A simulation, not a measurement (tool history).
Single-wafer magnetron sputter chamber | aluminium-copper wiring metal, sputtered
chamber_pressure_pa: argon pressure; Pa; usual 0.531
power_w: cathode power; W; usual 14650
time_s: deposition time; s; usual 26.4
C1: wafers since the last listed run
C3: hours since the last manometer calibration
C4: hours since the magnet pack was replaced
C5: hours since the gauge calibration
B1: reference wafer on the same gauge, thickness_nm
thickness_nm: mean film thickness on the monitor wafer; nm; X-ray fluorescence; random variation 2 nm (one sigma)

{"run": 1, "day": 0.0, "chamber_pressure_pa": 0.531, "power_w": 14650, "time_s": 26.4, "C1": 0, "wafers on the sputter target": 5852, "C3": 2268.6, "C4": 8636.2, "C5": 42.1, "B1": 762.961, "thickness_nm": 609.524}
{"day": 1.075, "done": "sputter target and shields replaced"}
{"run": 2, "day": 3.179, "chamber_pressure_pa": 0.531, "power_w": 14650, "time_s": 22.5, "C1": 1270, "wafers on the sputter target": 939, "C3": 2344.9, "C4": 8712.5, "C5": 118.4, "B1": 761.843, "thickness_nm": 536.272}
{"run": 3, "day": 4.792, "chamber_pressure_pa": 0.531, "power_w": 14650, "time_s": 22.5, "C1": 719, "wafers on the sputter target": 1658, "C3": 2383.6, "C4": 8751.2, "C5": 157.1, "B1": 763.067, "thickness_nm": 532.947}
{"run": 4, "day": 8.221, "chamber_pressure_pa": 0.531, "power_w": 14650, "time_s": 26.4, "C1": 1530, "wafers on the sputter target": 3189, "C3": 2465.9, "C4": 8833.5, "C5": 239.4, "B1": 763.15, "thickness_nm": 622.782}
{"run": 5, "day": 11.204, "chamber_pressure_pa": 0.531, "power_w": 14650, "time_s": 26.4, "C1": 1331, "wafers on the sputter target": 4521, "C3": 2537.5, "C4": 8905.1, "C5": 311.0, "B1": 763.521, "thickness_nm": 614.954}
{"run": 6, "day": 14.017, "chamber_pressure_pa": 0.531, "power_w": 14650, "time_s": 26.4, "C1": 1255, "wafers on the sputter target": 5777, "C3": 2605.0, "C4": 8972.6, "C5": 378.5, "B1": 763.622, "thickness_nm": 614.558}
{"day": 16.425, "done": "magnet pack replaced"}
{"day": 17.879, "done": "sputter target and shields replaced"}
{"run": 7, "day": 18.267, "chamber_pressure_pa": 0.531, "power_w": 14650, "time_s": 26.4, "C1": 1599, "wafers on the sputter target": 172, "C3": 2707.0, "C4": 44.2, "C5": 480.5, "B1": 762.482, "thickness_nm": 632.624}
{"run": 8, "day": 21.279, "chamber_pressure_pa": 0.531, "power_w": 14650, "time_s": 26.4, "C1": 1344, "wafers on the sputter target": 1517, "C3": 2779.3, "C4": 116.5, "C5": 552.8, "B1": 763.208, "thickness_nm": 625.966}
{"run": 9, "day": 24.767, "chamber_pressure_pa": 0.531, "power_w": 14650, "time_s": 27.8, "C1": 1556, "wafers on the sputter target": 3074, "C3": 2863.0, "C4": 200.2, "C5": 636.5, "B1": 763.087, "thickness_nm": 649.008}
{"run": 10, "day": 28.062, "chamber_pressure_pa": 0.531, "power_w": 14650, "time_s": 26.4, "C1": 1471, "wafers on the sputter target": 4545, "C3": 2942.1, "C4": 279.3, "C5": 715.6, "B1": 763.207, "thickness_nm": 612.634}
{"day": 29.075, "done": "gauge calibrated"}
{"day": 31.129, "done": "sputter target and shields replaced"}
{"run": 11, "day": 32.517, "chamber_pressure_pa": 0.405, "power_w": 14650, "time_s": 31.6, "C1": 1839, "wafers on the sputter target": 618, "C3": 3049.0, "C4": 386.2, "C5": 82.6, "B1": 762.29, "thickness_nm": 803.514}
{"day": 33.283, "done": "capacitance manometer re-zeroed and calibrated"}
{"run": 12, "day": 34.258, "chamber_pressure_pa": 0.667, "power_w": 14650, "time_s": 21.7, "C1": 628, "wafers on the sputter target": 1247, "C3": 23.4, "C4": 428.0, "C5": 124.4, "B1": 762.896, "thickness_nm": 481.221}
{"run": 13, "day": 37.633, "chamber_pressure_pa": 0.728, "power_w": 18250, "time_s": 22.5, "C1": 1506, "wafers on the sputter target": 2754, "C3": 104.4, "C4": 509.0, "C5": 205.4, "B1": 762.969, "thickness_nm": 599.518}
{"run": 14, "day": 41.683, "chamber_pressure_pa": 0.383, "power_w": 17700, "time_s": 26.4, "C1": 1808, "wafers on the sputter target": 4562, "C3": 201.6, "C4": 606.2, "C5": 302.6, "B1": 762.67, "thickness_nm": 803.42}
{"run": 15, "day": 44.208, "chamber_pressure_pa": 0.531, "power_w": 14650, "time_s": 26.4, "C1": 1127, "wafers on the sputter target": 5689, "C3": 262.2, "C4": 666.8, "C5": 363.2, "B1": 763.375, "thickness_nm": 615.681}
{"run": 16, "day": 46.904, "chamber_pressure_pa": 0.653, "power_w": 14650, "time_s": 30.1, "C1": 1203, "wafers on the sputter target": 6893, "C3": 326.9, "C4": 731.5, "C5": 427.9, "B1": 763.06, "thickness_nm": 658.534}
{"day": 48.346, "done": "sputter target and shields replaced"}
{"run": 17, "day": 48.508, "chamber_pressure_pa": 0.531, "power_w": 14650, "time_s": 26.4, "C1": 567, "wafers on the sputter target": 72, "C3": 365.4, "C4": 770.0, "C5": 466.4, "B1": 762.423, "thickness_nm": 637.522}

The same runs without the tool's hidden state, with the same run-to-run variation:
The hidden state here: deposition rate above that of a new target (%); true argon pressure above the setpoint (%); gauge reads high (%).
run=1 thickness_nm=634.765
run=2 thickness_nm=544.342
run=3 thickness_nm=545.005
run=4 thickness_nm=643.154
run=5 thickness_nm=637.953
run=6 thickness_nm=639.078
run=7 thickness_nm=638.405
run=8 thickness_nm=642.625
run=9 thickness_nm=673.397
run=10 thickness_nm=638.938
run=11 thickness_nm=813.185
run=12 thickness_nm=491.479
run=13 thickness_nm=619.010
run=14 thickness_nm=834.839
run=15 thickness_nm=641.064
run=16 thickness_nm=686.577
run=17 thickness_nm=639.525
